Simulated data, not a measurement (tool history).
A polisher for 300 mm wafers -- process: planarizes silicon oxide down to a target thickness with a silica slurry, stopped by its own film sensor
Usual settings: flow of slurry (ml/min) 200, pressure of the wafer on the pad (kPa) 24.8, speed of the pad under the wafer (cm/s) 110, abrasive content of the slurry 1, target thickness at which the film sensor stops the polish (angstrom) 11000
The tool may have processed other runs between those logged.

run	hour	flow of slurry (ml/min)	pressure of the wafer on the pad (kPa)	speed of the pad under the wafer (cm/s)	abrasive content of the slurry	target thickness at which the film sensor stops the polish (angstrom)	incoming thickness of the incoming film, nm	time until the film sensor stopped the polish (s)
1	0	200	27.6	110	1	11000	1316.7	60.6
2	51.8	200	24.8	82	0.8	11000	1321.5	97.1
3	130.1	200	24.8	82	0.8	11000	1292.3	84.6
# hour 194.9: slurry blender recalibrated
4	203.8	200	24.8	118	1	11000	1279.5	50.6
# hour 243: conditioning disc replaced and pad reconditioned
5	274.7	200	24.8	110	1	11000	1310.5	63.5
# hour 323.8: worn pad replaced by a new one
6	337.6	200	24.8	110	1	11210	1298.9	54.1
7	403.2	200	24.8	110	1	11210	1324.1	62.3
8	511	200	20.7	110	1	11000	1289.1	65.4
9	579.2	200	20.7	110	1	11000	1303	71.2
# hour 602.8: slurry blender recalibrated
10	637.5	200	24.8	86	1	11000	1277.7	65.6
# hour 738.4: worn pad replaced by a new one
# hour 739.1: slurry nozzle cleaned
11	739.6	200	24.8	110	1	11000	1301.6	61.7
12	778.5	200	29.6	76	1.15	11000	1286.7	61.2
# hour 783.4: conditioning disc replaced and pad reconditioned
# hour 866.2: head pressure recalibrated
13	877.5	140	24.8	110	1	11200	1312.2	60.7
14	940.3	200	24.8	110	1	10800	1312.8	71.6
# hour 1013.2: slurry blender recalibrated
15	1013.5	200	24.8	110	1	11000	1320.2	65.3
16	1057.4	200	24.8	110	1	11000	1305.6	61
# hour 1082.1: worn pad replaced by a new one
17	1153.3	200	24.8	110	1	11460	1298.9	45.1
18	1205.1	180	27.6	110	0.75	10620	1294	77.7
19	1264.3	140	24.8	110	1	11000	1303.5	65.4
# hour 1332.4: conditioning disc replaced and pad reconditioned
20	1375.2	200	24.8	110	1	11000	1296.6	60.4
# hour 1403.1: worn pad replaced by a new one
# hour 1423.2: slurry blender recalibrated
21	1438.3	200	24.8	110	1	11340	1326.3	59
# hour 1443.6: slurry nozzle cleaned
22	1489.7	200	29.6	110	0.75	11000	1297	61.5
23	1591.2	200	24.8	110	1	11000	1304.6	61.5
24	1646.7	200	24.8	110	1	11000	1275.6	52.9
25	1717.4	200	33.1	126	1	11000	1293.6	43

Below are 4 alternative next runs, each starting from the tool's condition after run 25. Predict each:
A	1717.8	200	24.8	110	1	11000	1314.9	?
B	1717.8	200	24.8	120	1	10610	1314.9	?
C	1717.8	200	24.8	144	1	11000	1314.9	?
D	1717.8	200	32.4	134	1	11000	1314.9	?

run	time until the film sensor stopped the polish (s)
A	66.2
B	73
C	53.5
D	46.5
The same runs, with their run-to-run variation unchanged, on a tool lacking any hidden condition would have given:
run	time until the film sensor stopped the polish (s)
A	64.7
B	71.4
C	52.3
D	45.5
